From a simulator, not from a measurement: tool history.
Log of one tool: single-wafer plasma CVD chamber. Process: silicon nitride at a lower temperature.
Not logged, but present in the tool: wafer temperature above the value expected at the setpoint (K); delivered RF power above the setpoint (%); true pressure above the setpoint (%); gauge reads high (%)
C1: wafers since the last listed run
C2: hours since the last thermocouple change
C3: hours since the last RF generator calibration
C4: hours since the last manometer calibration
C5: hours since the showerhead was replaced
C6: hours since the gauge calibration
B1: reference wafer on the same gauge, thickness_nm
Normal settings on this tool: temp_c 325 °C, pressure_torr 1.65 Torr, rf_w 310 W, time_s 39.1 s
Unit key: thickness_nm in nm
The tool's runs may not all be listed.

run 1 hour=0.0 | temp_c=325 pressure_torr=1.65 rf_w=335 time_s=39.1 | C1=0 C2=902.5 C3=715.5 C4=1140.3 C5=6170.6 C6=657.1 | B1=45.079 | thickness_nm=48.226
run 2 hour=14.0 | temp_c=325 pressure_torr=1.65 rf_w=335 time_s=39.1 | C1=188 C2=916.5 C3=729.5 C4=1154.3 C5=6184.6 C6=671.1 | B1=45.027 | thickness_nm=48.428
run 3 hour=49.9 | temp_c=325 pressure_torr=1.65 rf_w=335 time_s=39.1 | C1=483 C2=952.4 C3=765.4 C4=1190.2 C5=6220.5 C6=707.0 | B1=45.021 | thickness_nm=48.570
-- hour=77.3 thermocouple changed; heater temperature recalibrated
run 4 hour=85.9 | temp_c=334 pressure_torr=1.65 rf_w=310 time_s=39.1 | C1=376 C2=8.6 C3=801.4 C4=1226.2 C5=6256.5 C6=743.0 | B1=44.918 | thickness_nm=44.578
run 5 hour=106.9 | temp_c=334 pressure_torr=1.65 rf_w=310 time_s=39.1 | C1=282 C2=29.6 C3=822.4 C4=1247.2 C5=6277.5 C6=764.0 | B1=44.966 | thickness_nm=44.604
run 6 hour=125.6 | temp_c=332 pressure_torr=1.65 rf_w=310 time_s=45.6 | C1=251 C2=48.3 C3=841.1 C4=1265.9 C5=6296.2 C6=782.7 | B1=44.921 | thickness_nm=51.687
run 7 hour=154.7 | temp_c=325 pressure_torr=1.65 rf_w=250 time_s=39.1 | C1=391 C2=77.4 C3=870.2 C4=1295.0 C5=6325.3 C6=811.8 | B1=44.832 | thickness_nm=35.772
run 8 hour=178.4 | temp_c=325 pressure_torr=1.65 rf_w=290 time_s=39.1 | C1=319 C2=101.1 C3=893.9 C4=1318.7 C5=6349.0 C6=835.5 | B1=44.967 | thickness_nm=41.576
run 9 hour=211.7 | temp_c=325 pressure_torr=1.25 rf_w=255 time_s=39.1 | C1=448 C2=134.4 C3=927.2 C4=1352.0 C5=6382.3 C6=868.8 | B1=44.699 | thickness_nm=34.510
-- hour=244.9 showerhead replaced
run 10 hour=245.4 | temp_c=325 pressure_torr=1.65 rf_w=280 time_s=39.1 | C1=345 C2=168.1 C3=960.9 C4=1385.7 C5=0.5 C6=902.5 | B1=44.760 | thickness_nm=39.881
run 11 hour=278.3 | temp_c=334 pressure_torr=1.98 rf_w=310 time_s=39.1 | C1=442 C2=201.0 C3=993.8 C4=1418.6 C5=33.4 C6=935.4 | B1=44.575 | thickness_nm=45.755
run 12 hour=296.3 | temp_c=321 pressure_torr=1.33 rf_w=335 time_s=46.3 | C1=242 C2=219.0 C3=1011.8 C4=1436.6 C5=51.4 C6=953.4 | B1=44.643 | thickness_nm=53.745
-- hour=328.6 capacitance manometer re-zeroed and calibrated
run 13 hour=329.2 | temp_c=325 pressure_torr=1.85 rf_w=310 time_s=36.6 | C1=335 C2=251.9 C3=1044.7 C4=0.6 C5=84.3 C6=986.3 | B1=44.700 | thickness_nm=42.757
-- hour=343.9 RF generator calibrated
run 14 hour=346.8 | temp_c=310 pressure_torr=1.83 rf_w=250 time_s=41.2 | C1=129 C2=269.5 C3=2.9 C4=18.2 C5=101.9 C6=1003.9 | B1=44.538 | thickness_nm=38.307
run 15 hour=366.0 | temp_c=333 pressure_torr=1.98 rf_w=350 time_s=44.0 | C1=258 C2=288.7 C3=22.1 C4=37.4 C5=121.1 C6=1023.1 | B1=44.656 | thickness_nm=57.148
run 16 hour=382.8 | temp_c=325 pressure_torr=1.65 rf_w=285 time_s=39.1 | C1=226 C2=305.5 C3=38.9 C4=54.2 C5=137.9 C6=1039.9 | B1=44.621 | thickness_nm=41.221
run 17 hour=408.3 | temp_c=325 pressure_torr=1.65 rf_w=310 time_s=39.1 | C1=343 C2=331.0 C3=64.4 C4=79.7 C5=163.4 C6=1065.4 | B1=44.614 | thickness_nm=44.724
run 18 hour=429.1 | temp_c=325 pressure_torr=1.65 rf_w=310 time_s=42.9 | C1=279 C2=351.8 C3=85.2 C4=100.5 C5=184.2 C6=1086.2 | B1=44.593 | thickness_nm=48.442
-- hour=442.6 gauge calibrated
run 19 hour=462.6 | temp_c=325 pressure_torr=1.37 rf_w=310 time_s=34.9 | C1=450 C2=385.3 C3=118.7 C4=134.0 C5=217.7 C6=20.0 | B1=45.513 | thickness_nm=38.952
run 20 hour=487.9 | temp_c=325 pressure_torr=1.65 rf_w=310 time_s=39.1 | C1=340 C2=410.6 C3=144.0 C4=159.3 C5=243.0 C6=45.3 | B1=45.481 | thickness_nm=44.984
run 21 hour=523.9 | temp_c=325 pressure_torr=1.65 rf_w=325 time_s=39.1 | C1=484 C2=446.6 C3=180.0 C4=195.3 C5=279.0 C6=81.3 | B1=45.513 | thickness_nm=47.275
run 22 hour=545.0 | temp_c=325 pressure_torr=1.65 rf_w=310 time_s=32.1 | C1=284 C2=467.7 C3=201.1 C4=216.4 C5=300.1 C6=102.4 | B1=45.550 | thickness_nm=36.661
run 23 hour=560.7 | temp_c=325 pressure_torr=1.65 rf_w=310 time_s=39.1 | C1=211 C2=483.4 C3=216.8 C4=232.1 C5=315.8 C6=118.1 | B1=45.471 | thickness_nm=45.080
run 24 hour=593.9 | temp_c=325 pressure_torr=1.94 rf_w=310 time_s=39.1 | C1=446 C2=516.6 C3=250.0 C4=265.3 C5=349.0 C6=151.3 | B1=45.501 | thickness_nm=46.742
run 25 hour=622.5 | temp_c=325 pressure_torr=1.65 rf_w=310 time_s=39.1 | C1=384 C2=545.2 C3=278.6 C4=293.9 C5=377.6 C6=179.9 | B1=45.460 | thickness_nm=45.716
run 26 hour=639.8 | temp_c=325 pressure_torr=1.65 rf_w=310 time_s=39.1 | C1=232 C2=562.5 C3=295.9 C4=311.2 C5=394.9 C6=197.2 | B1=45.381 | thickness_nm=44.908
run 27 hour=663.5 | temp_c=325 pressure_torr=1.65 rf_w=310 time_s=39.1 | C1=319 C2=586.2 C3=319.6 C4=334.9 C5=418.6 C6=220.9 | B1=45.474 | thickness_nm=44.605
run 28 hour=688.0 | temp_c=325 pressure_torr=1.65 rf_w=310 time_s=45.2 | C1=329 C2=610.7 C3=344.1 C4=359.4 C5=443.1 C6=245.4 | B1=45.423 | thickness_nm=51.855
run 29 hour=718.1 | temp_c=325 pressure_torr=1.65 rf_w=310 time_s=39.1 | C1=405 C2=640.8 C3=374.2 C4=389.5 C5=473.2 C6=275.5 | B1=45.458 | thickness_nm=45.226

Alternative continuations, all from the tool just after run 29; predict every row:
run A hour=718.5 | temp_c=325 pressure_torr=1.65 rf_w=310 time_s=39.1 | C1=5 C2=641.2 C3=374.6 C4=389.9 C5=473.6 C6=275.9 | B1=? | thickness_nm=?
run B hour=718.5 | temp_c=325 pressure_torr=1.39 rf_w=310 time_s=39.1 | C1=5 C2=641.2 C3=374.6 C4=389.9 C5=473.6 C6=275.9 | B1=? | thickness_nm=?
run C hour=718.5 | temp_c=325 pressure_torr=1.43 rf_w=370 time_s=34.6 | C1=5 C2=641.2 C3=374.6 C4=389.9 C5=473.6 C6=275.9 | B1=? | thickness_nm=?
run D hour=718.5 | temp_c=325 pressure_torr=2.02 rf_w=295 time_s=39.1 | C1=5 C2=641.2 C3=374.6 C4=389.9 C5=473.6 C6=275.9 | B1=? | thickness_nm=?

run=A B1=45.433 thickness_nm=45.506
run=B B1=45.433 thickness_nm=44.043
run=C B1=45.433 thickness_nm=45.820
run=D B1=45.433 thickness_nm=45.125
Without the tool's unlogged condition, the same runs would have read:
run=A thickness_nm=45.579
run=B thickness_nm=44.114
run=C thickness_nm=45.893
run=D thickness_nm=45.197
